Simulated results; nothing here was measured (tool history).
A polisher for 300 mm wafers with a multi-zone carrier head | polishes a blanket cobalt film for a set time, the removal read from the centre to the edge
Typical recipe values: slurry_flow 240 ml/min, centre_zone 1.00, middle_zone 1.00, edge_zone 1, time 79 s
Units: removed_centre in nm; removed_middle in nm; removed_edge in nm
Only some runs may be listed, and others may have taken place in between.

run	hour	slurry_flow	centre_zone	middle_zone	edge_zone	time	incoming thickness of the incoming film, nm	removed_centre	removed_middle	removed_edge
1	0.0	240	1.00	1.00	1	79	1411.9	268.9	281.3	278.2
2	66.3	240	1.00	1.00	1	79	1409.7	270.0	281.5	276.6
3	124.9	240	1.00	1.00	1	79	1417.6	268.1	279.4	273.5
4	153.7	240	1.00	1.04	1	79	1406.6	269.4	291.5	273.0
5	189.3	240	1.00	1.04	1	79	1434.4	263.5	282.2	272.6
6	220.8	240	1.00	1.00	1	79	1407.2	268.1	272.8	273.6
# hour 224.9: worn pad replaced by a new one
# hour 226.5: centre zone pressure recalibrated
7	250.3	240	1.00	1.00	1	79	1427.7	274.6	285.9	285.1
8	309.1	240	1.00	1.00	1	103	1409.3	350.9	371.0	370.9
# hour 448.3: carrier head's membrane replaced by a new one
9	448.8	240	1.00	0.95	1	79	1387.7	268.7	267.2	279.4
10	508.2	240	1.00	1.00	1	57	1435.6	191.0	199.0	200.5
# hour 525.7: slurry nozzle cleaned
11	549.0	240	1.00	0.95	1	79	1415.9	268.8	258.9	273.4
# hour 561.8: edge zone pressure recalibrated
12	604.2	240	1.00	1.00	1	79	1407.2	255.8	267.2	267.6

For run 13, what comes out?
# hour 644.8: worn pad replaced by a new one
13	658.2	265	1.07	0.89	1	79	1437.9	?	?	?

removed_centre: 293.7 nm
removed_middle: 261.3 nm
removed_edge: 281.7 nm
If the tool had no hidden condition, the same run with the same run-to-run variation would have returned removed_centre 295.3 nm, removed_middle 262.7 nm, removed_edge 283.2 nm.

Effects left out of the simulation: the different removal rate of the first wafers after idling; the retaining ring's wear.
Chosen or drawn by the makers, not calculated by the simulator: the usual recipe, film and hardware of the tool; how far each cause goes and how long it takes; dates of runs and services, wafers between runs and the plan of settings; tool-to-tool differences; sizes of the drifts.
